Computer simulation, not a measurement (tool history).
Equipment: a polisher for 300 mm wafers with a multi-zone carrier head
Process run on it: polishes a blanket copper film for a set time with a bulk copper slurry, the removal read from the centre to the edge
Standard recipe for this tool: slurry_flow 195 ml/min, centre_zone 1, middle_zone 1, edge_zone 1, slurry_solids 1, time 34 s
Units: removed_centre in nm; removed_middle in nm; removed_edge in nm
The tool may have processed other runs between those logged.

| run | hour | slurry_flow | centre_zone | middle_zone | edge_zone | slurry_solids | time | incoming thickness of the incoming film, nm | removed_centre | removed_middle | removed_edge |
|---|---|---|---|---|---|---|---|---|---|---|---|
| 1 | 0 | 195 | 1 | 1 | 1 | 1 | 37 | 3222 | 521.8 | 525.9 | 506.2 |
| 2 | 65.4 | 195 | 1 | 1 | 1 | 1 | 27 | 3282 | 376.9 | 381.7 | 377 |
| 3 | 105.2 | 195 | 1 | 1 | 1 | 1 | 34 | 3259.7 | 477.6 | 485.8 | 483.4 |
| 4 | 152.9 | 195 | 1 | 1 | 1 | 1 | 34 | 3263 | 473.1 | 482.7 | 481.2 |
| 5 | 210.3 | 195 | 1 | 1 | 1 | 1 | 34 | 3220.9 | 474.2 | 485.3 | 491.1 |
| 6 | 246.7 | 195 | 1.06 | 1 | 1 | 1 | 34 | 3309 | 501.8 | 485.6 | 473.3 |
|  | 288.4 | carrier head's membrane replaced by a new one |
| 7 | 288.9 | 195 | 1 | 1 | 1 | 1 | 25 | 3325.3 | 342.8 | 353.4 | 349.2 |
|  | 310.9 | worn pad replaced by a new one |
| 8 | 350.8 | 195 | 1 | 1 | 1 | 1 | 25 | 3229.4 | 341.5 | 360 | 343.1 |
|  | 421.5 | centre zone pressure recalibrated |
| 9 | 429.4 | 195 | 1 | 1 | 1 | 1 | 25 | 3275.5 | 361.9 | 354.7 | 360.5 |
| 10 | 466.1 | 195 | 1 | 1 | 1 | 1 | 25 | 3222.2 | 357.8 | 352.9 | 353.5 |
|  | 489.8 | slurry nozzle cleaned |
| 11 | 496.2 | 195 | 1.07 | 1 | 1 | 1 | 34 | 3301.9 | 529.7 | 484 | 475 |
|  | 585.5 | worn pad replaced by a new one |
| 12 | 677.5 | 130 | 1 | 1.08 | 0.93 | 1 | 34 | 3335.3 | 443 | 477.6 | 442 |
| 13 | 706.5 | 195 | 1 | 1 | 1 | 1 | 34 | 3267.1 | 481.7 | 483.5 | 479.4 |
|  | 709.8 | edge zone pressure recalibrated |
| 14 | 759.1 | 230 | 1 | 1.07 | 1 | 1.2 | 34 | 3303.4 | 505.6 | 543.6 | 494 |
| 15 | 830.3 | 195 | 1.03 | 1 | 1 | 1 | 34 | 3310.5 | 501 | 483.2 | 467.1 |
|  | 849.9 | worn pad replaced by a new one |
| 16 | 873 | 195 | 1 | 1 | 0.91 | 1 | 25 | 3236.5 | 347.4 | 355.4 | 340.4 |
| 17 | 923.3 | 195 | 1 | 1.06 | 0.94 | 0.85 | 24 | 3267.4 | 328.4 | 353.6 | 311.9 |
| 18 | 948.4 | 175 | 1 | 1 | 1 | 1 | 34 | 3308.3 | 460.4 | 473.1 | 468.1 |
|  | 967.8 | slurry nozzle cleaned |
| 19 | 994.8 | 195 | 1 | 0.95 | 1 | 1.2 | 34 | 3264.2 | 482.7 | 479.1 | 492.8 |
|  | 1121.3 | worn pad replaced by a new one |
| 20 | 1194.6 | 195 | 1 | 1 | 1 | 1 | 34 | 3299.6 | 462.1 | 480 | 476.1 |
| 21 | 1250.2 | 195 | 1 | 1 | 1 | 1 | 34 | 3237.7 | 464.6 | 484.7 | 460.3 |
| 22 | 1277 | 195 | 0.96 | 1.03 | 1 | 1 | 34 | 3268 | 445.3 | 499.6 | 461.5 |

Below are 3 alternative next runs, each starting from the tool's condition after run 22. Predict each:
| A | 1277.4 | 195 | 1 | 1 | 1 | 1 | 34 | 3252.8 | ? | ? | ? |
| B | 1277.4 | 155 | 0.94 | 1 | 1 | 1 | 34 | 3252.8 | ? | ? | ? |
| C | 1277.4 | 250 | 1.11 | 1 | 1.04 | 1 | 27 | 3252.8 | ? | ? | ? |

| run | removed_centre | removed_middle | removed_edge |
|---|---|---|---|
| A | 463.4 | 477.5 | 479.8 |
| B | 414.9 | 457.7 | 465.1 |
| C | 425.3 | 392.5 | 398.7 |
Stripped of hidden state, with their random variation kept, the same runs would have yielded:
| run | removed_centre | removed_middle | removed_edge |
|---|---|---|---|
| A | 496.6 | 477.4 | 479.8 |
| B | 444.7 | 457.5 | 465.1 |
| C | 455.5 | 392.4 | 398.7 |
